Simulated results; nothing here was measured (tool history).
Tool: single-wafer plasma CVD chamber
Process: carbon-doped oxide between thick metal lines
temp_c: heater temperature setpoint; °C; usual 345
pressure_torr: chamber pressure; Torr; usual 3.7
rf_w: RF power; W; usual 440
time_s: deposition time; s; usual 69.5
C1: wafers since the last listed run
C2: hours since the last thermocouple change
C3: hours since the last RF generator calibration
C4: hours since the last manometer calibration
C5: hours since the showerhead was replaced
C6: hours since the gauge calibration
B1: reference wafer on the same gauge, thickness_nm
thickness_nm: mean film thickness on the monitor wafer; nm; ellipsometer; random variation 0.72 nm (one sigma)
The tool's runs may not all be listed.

{"run": 1, "day": 0.0, "temp_c": 345, "pressure_torr": 3.7, "rf_w": 380, "time_s": 69.5, "C1": 0, "C2": 2556.8, "C3": 1905.4, "C4": 1262.6, "C5": 6658.3, "C6": 303.1, "B1": 377.823, "thickness_nm": 277.138}
{"run": 2, "day": 0.683, "temp_c": 345, "pressure_torr": 3.7, "rf_w": 440, "time_s": 69.5, "C1": 303, "C2": 2573.2, "C3": 1921.8, "C4": 1279, "C5": 6674.7, "C6": 319.5, "B1": 377.987, "thickness_nm": 319.341}
{"day": 0.708, "done": "gauge calibrated"}
{"run": 3, "day": 1.317, "temp_c": 345, "pressure_torr": 3.7, "rf_w": 440, "time_s": 62.7, "C1": 281, "C2": 2588.4, "C3": 1937, "C4": 1294.2, "C5": 6689.9, "C6": 14.6, "B1": 377.821, "thickness_nm": 288.786}
{"run": 4, "day": 1.967, "temp_c": 345, "pressure_torr": 3.7, "rf_w": 440, "time_s": 77.7, "C1": 288, "C2": 2604, "C3": 1952.6, "C4": 1309.8, "C5": 6705.5, "C6": 30.2, "B1": 377.905, "thickness_nm": 357.742}
{"run": 5, "day": 3.258, "temp_c": 345, "pressure_torr": 3.7, "rf_w": 440, "time_s": 77.7, "C1": 573, "C2": 2635, "C3": 1983.6, "C4": 1340.8, "C5": 6736.5, "C6": 61.2, "B1": 377.945, "thickness_nm": 357.73}
{"run": 6, "day": 3.871, "temp_c": 345, "pressure_torr": 3.7, "rf_w": 440, "time_s": 77.7, "C1": 272, "C2": 2649.7, "C3": 1998.3, "C4": 1355.5, "C5": 6751.2, "C6": 75.9, "B1": 378.006, "thickness_nm": 356.062}
{"run": 7, "day": 4.171, "temp_c": 345, "pressure_torr": 3.7, "rf_w": 500, "time_s": 69.5, "C1": 133, "C2": 2656.9, "C3": 2005.5, "C4": 1362.7, "C5": 6758.4, "C6": 83.1, "B1": 377.714, "thickness_nm": 357.411}
{"run": 8, "day": 4.504, "temp_c": 345, "pressure_torr": 3.7, "rf_w": 500, "time_s": 69.5, "C1": 148, "C2": 2664.9, "C3": 2013.5, "C4": 1370.7, "C5": 6766.4, "C6": 91.1, "B1": 377.893, "thickness_nm": 356.074}
{"run": 9, "day": 5.217, "temp_c": 345, "pressure_torr": 3.7, "rf_w": 500, "time_s": 69.5, "C1": 316, "C2": 2682, "C3": 2030.6, "C4": 1387.8, "C5": 6783.5, "C6": 108.2, "B1": 378.057, "thickness_nm": 356.974}
{"run": 10, "day": 5.679, "temp_c": 345, "pressure_torr": 3.7, "rf_w": 440, "time_s": 66, "C1": 205, "C2": 2693.1, "C3": 2041.7, "C4": 1398.9, "C5": 6794.6, "C6": 119.3, "B1": 378.211, "thickness_nm": 303.008}
{"run": 11, "day": 6.075, "temp_c": 345, "pressure_torr": 3.7, "rf_w": 440, "time_s": 66, "C1": 175, "C2": 2702.6, "C3": 2051.2, "C4": 1408.4, "C5": 6804.1, "C6": 128.8, "B1": 377.926, "thickness_nm": 303.763}
{"run": 12, "day": 6.412, "temp_c": 345, "pressure_torr": 3.7, "rf_w": 440, "time_s": 66, "C1": 149, "C2": 2710.7, "C3": 2059.3, "C4": 1416.5, "C5": 6812.2, "C6": 136.9, "B1": 378.089, "thickness_nm": 302.908}
{"day": 6.8, "done": "showerhead replaced"}
{"run": 13, "day": 6.938, "temp_c": 345, "pressure_torr": 3.7, "rf_w": 440, "time_s": 79.8, "C1": 85, "C2": 2723.3, "C3": 2071.9, "C4": 1429.1, "C5": 3.3, "C6": 149.5, "B1": 378.087, "thickness_nm": 364.795}
{"run": 14, "day": 7.4, "temp_c": 345, "pressure_torr": 3.7, "rf_w": 440, "time_s": 79.8, "C1": 205, "C2": 2734.4, "C3": 2083, "C4": 1440.2, "C5": 14.4, "C6": 160.6, "B1": 378.124, "thickness_nm": 365.723}
{"day": 8.333, "done": "capacitance manometer re-zeroed and calibrated"}
{"run": 15, "day": 8.354, "temp_c": 345, "pressure_torr": 3.23, "rf_w": 440, "time_s": 69.5, "C1": 275, "C2": 2757.3, "C3": 2105.9, "C4": 0.5, "C5": 37.3, "C6": 183.5, "B1": 377.996, "thickness_nm": 314.58}
{"run": 16, "day": 8.629, "temp_c": 353, "pressure_torr": 4.56, "rf_w": 480, "time_s": 69.5, "C1": 122, "C2": 2763.9, "C3": 2112.5, "C4": 7.1, "C5": 43.9, "C6": 190.1, "B1": 378.129, "thickness_nm": 344.048}
{"day": 9.442, "done": "RF generator calibrated"}
{"run": 17, "day": 9.462, "temp_c": 345, "pressure_torr": 3.7, "rf_w": 525, "time_s": 69.5, "C1": 222, "C2": 2783.9, "C3": 0.5, "C4": 27.1, "C5": 63.9, "C6": 210.1, "B1": 378.14, "thickness_nm": 396.927}

The next listed run, before its measurement:
{"run": 18, "day": 9.65, "temp_c": 354, "pressure_torr": 3.27, "rf_w": 395, "time_s": 69.5, "C1": 83, "C2": 2788.4, "C3": 5, "C4": 31.6, "C5": 68.4, "C6": 214.6, "B1": "?", "thickness_nm": "?"}

{"run 18": {"B1": 378.22, "thickness_nm": 301.727}}
Without the tool's hidden state the same run would have given thickness_nm 302.032 nm.

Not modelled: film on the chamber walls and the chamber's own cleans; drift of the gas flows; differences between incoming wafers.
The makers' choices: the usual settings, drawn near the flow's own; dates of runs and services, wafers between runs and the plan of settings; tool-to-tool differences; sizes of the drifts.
